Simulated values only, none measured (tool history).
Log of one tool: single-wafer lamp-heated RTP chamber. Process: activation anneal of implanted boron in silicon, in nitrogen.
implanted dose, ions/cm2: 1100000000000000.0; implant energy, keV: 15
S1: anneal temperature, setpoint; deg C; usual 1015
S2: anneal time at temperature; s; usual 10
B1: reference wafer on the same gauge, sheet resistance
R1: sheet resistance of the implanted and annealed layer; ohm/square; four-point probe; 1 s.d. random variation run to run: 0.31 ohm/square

run,hour,S1,S2,B1,R1
1,0,1015,10,126.03,107.36
2,30.5,1015,10,126.03,107.43
3,59.1,1002,10,126.11,109.37
4,115.8,1002,10,126,110.59
5,165.5,1002,10,126.04,109.4
6,229.3,1015,10,125.9,106.58
7,387.3,1015,10,126.06,107.36
8,423.9,1015,10,126.04,107.04
9,479,1015,6,126.06,107.54
10,518,994,10,126.09,110.52
11,555.2,994,10,125.97,109.66
12,587.7,994,10,126.05,111.61
13,624.5,1015,10,126.04,106.83
14,689.5,1015,10,126.03,108.91
15,754.1,1039,13,126.08,105.19
16,793.8,1000,12,126.09,108.95
17,853.1,1015,10,126.03,106.9
18,899.2,1025,7,126.01,106.45
19,938.7,1002,12,126.03,107.57
20,1052.4,1037,5,125.97,105.18
21,1222.1,1033,5,126.01,106.41
22,1256.6,1015,10,126.03,109.43
23,1307.9,986,10,126.09,116.44
24,1356.9,1002,10,125.95,109.35
25,1392.3,1026,7,126.07,106.61
26,1416.7,988,15,126.16,111.47
27,1482.3,991,10,125.9,110.5
28,1533.5,990,15,125.89,113.01
29,1584.3,1015,10,125.96,107.42
30,1611.4,1015,10,125.92,106.87

Between the runs listed above, the log contained 10 entries, not reproduced here. Where in the sequence does each belong, and how does what the log doesn't record of the tool's condition differ from the listed run before to the listed run after?
From run 1 to run 2: reflector plate cleaned (hour 2.3)
  true wafer temperature minus pyrometer reading, K: 11.7 -> 12.1; wafer temperature error from the tarnished reflector plate, K: 8.3 -> 2.7
  difference, measured minus the result without the unlogged condition, R1: -3.26 -> -2.6 ohm/square
From run 3 to run 4: pyrometer window cleaned and pyrometer calibrated (hour 74.6)
  true wafer temperature minus pyrometer reading, K: 12.3 -> 5.97; wafer temperature error from the tarnished reflector plate, K: 3.68 -> 5.25
  difference, measured minus the result without the unlogged condition, R1: -4.44 -> -3.4 ohm/square
From run 6 to run 7: pyrometer window cleaned and pyrometer calibrated (hour 358.1)
  true wafer temperature minus pyrometer reading, K: 11.6 -> 4.78; wafer temperature error from the tarnished reflector plate, K: 7.32 -> 8.8
  difference, measured minus the result without the unlogged condition, R1: -3.1 -> -2.43 ohm/square
From run 11 to run 12: reflector plate cleaned (hour 574.1)
  true wafer temperature minus pyrometer reading, K: 12.4 -> 12.9; wafer temperature error from the tarnished reflector plate, K: 9.49 -> 1.37
  difference, measured minus the result without the unlogged condition, R1: -7.51 -> -5.6 ohm/square
From run 13 to run 14: gauge calibrated (hour 633.3); pyrometer window cleaned and pyrometer calibrated (hour 670.7)
  true wafer temperature minus pyrometer reading, K: 13.3 -> 2.82; wafer temperature error from the tarnished reflector plate, K: 2.7 -> 4.52
  difference, measured minus the result without the unlogged condition, R1: -2.75 -> -1.46 ohm/square
From run 19 to run 20: pyrometer window cleaned and pyrometer calibrated (hour 971.4)
  true wafer temperature minus pyrometer reading, K: 12.4 -> 7.22; wafer temperature error from the tarnished reflector plate, K: 7.89 -> 8.47
  difference, measured minus the result without the unlogged condition, R1: -4.89 -> -1.51 ohm/square
From run 20 to run 21: reflector plate cleaned (hour 1208.3)
  true wafer temperature minus pyrometer reading, K: 7.22 -> 11.9; wafer temperature error from the tarnished reflector plate, K: 8.47 -> 2.13
  difference, measured minus the result without the unlogged condition, R1: -1.51 -> -1.67 ohm/square
From run 21 to run 22: pyrometer window cleaned and pyrometer calibrated (hour 1256.1)
  true wafer temperature minus pyrometer reading, K: 11.9 -> 0.177; wafer temperature error from the tarnished reflector plate, K: 2.13 -> 3.38
  difference, measured minus the result without the unlogged condition, R1: -1.67 -> -0.75 ohm/square
From run 27 to run 28: pyrometer window cleaned and pyrometer calibrated (hour 1533)
  true wafer temperature minus pyrometer reading, K: 11.2 -> 1.12; wafer temperature error from the tarnished reflector plate, K: 7.86 -> 8.34
  difference, measured minus the result without the unlogged condition, R1: -7.69 -> -4.14 ohm/square

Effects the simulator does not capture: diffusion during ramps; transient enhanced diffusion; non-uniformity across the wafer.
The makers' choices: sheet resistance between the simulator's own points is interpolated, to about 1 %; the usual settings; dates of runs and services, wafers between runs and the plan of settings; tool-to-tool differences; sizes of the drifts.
